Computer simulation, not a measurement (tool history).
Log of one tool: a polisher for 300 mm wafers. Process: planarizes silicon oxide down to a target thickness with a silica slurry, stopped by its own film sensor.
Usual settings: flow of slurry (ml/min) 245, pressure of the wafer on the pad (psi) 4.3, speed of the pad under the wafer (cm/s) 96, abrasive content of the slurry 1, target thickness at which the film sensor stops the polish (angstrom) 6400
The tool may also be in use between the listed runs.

| run | hour | flow of slurry (ml/min) | pressure of the wafer on the pad (psi) | speed of the pad under the wafer (cm/s) | abrasive content of the slurry | target thickness at which the film sensor stops the polish (angstrom) | incoming thickness of the incoming film, nm | time until the film sensor stopped the polish (s) |
|---|---|---|---|---|---|---|---|---|
| 1 | 0 | 245 | 4.3 | 96 | 1 | 6400 | 861.9 | 81 |
| 2 | 66.2 | 245 | 4.3 | 96 | 1 | 6400 | 858.4 | 80.5 |
| 3 | 103.3 | 245 | 4.3 | 96 | 1 | 6400 | 864.7 | 84.9 |
|  | 181.9 | worn pad replaced by a new one |
| 4 | 199.6 | 245 | 4.3 | 96 | 1 | 6400 | 874.9 | 88 |
|  | 233.1 | slurry blender recalibrated |
| 5 | 237.9 | 245 | 4.3 | 96 | 1 | 6400 | 882.9 | 88.7 |
|  | 263 | slurry nozzle cleaned |
|  | 300.6 | conditioning disc replaced and pad reconditioned |
| 6 | 327.5 | 245 | 4.3 | 96 | 1 | 6400 | 868.8 | 85.3 |
| 7 | 389.2 | 245 | 4.3 | 96 | 1 | 6400 | 870.9 | 85.2 |
| 8 | 461.7 | 225 | 4.3 | 96 | 1 | 6400 | 884.9 | 91.9 |

Run 9 comes next. What will it give?
|  | 504.7 | worn pad replaced by a new one |
| 9 | 532.4 | 245 | 4.3 | 96 | 1 | 6400 | 871.4 | ? |

{"run 9": {"time until the film sensor stopped the polish (s)": 85.3}}
Without the tool's hidden state the same run would have given time until the film sensor stopped the polish (s) 76.6.

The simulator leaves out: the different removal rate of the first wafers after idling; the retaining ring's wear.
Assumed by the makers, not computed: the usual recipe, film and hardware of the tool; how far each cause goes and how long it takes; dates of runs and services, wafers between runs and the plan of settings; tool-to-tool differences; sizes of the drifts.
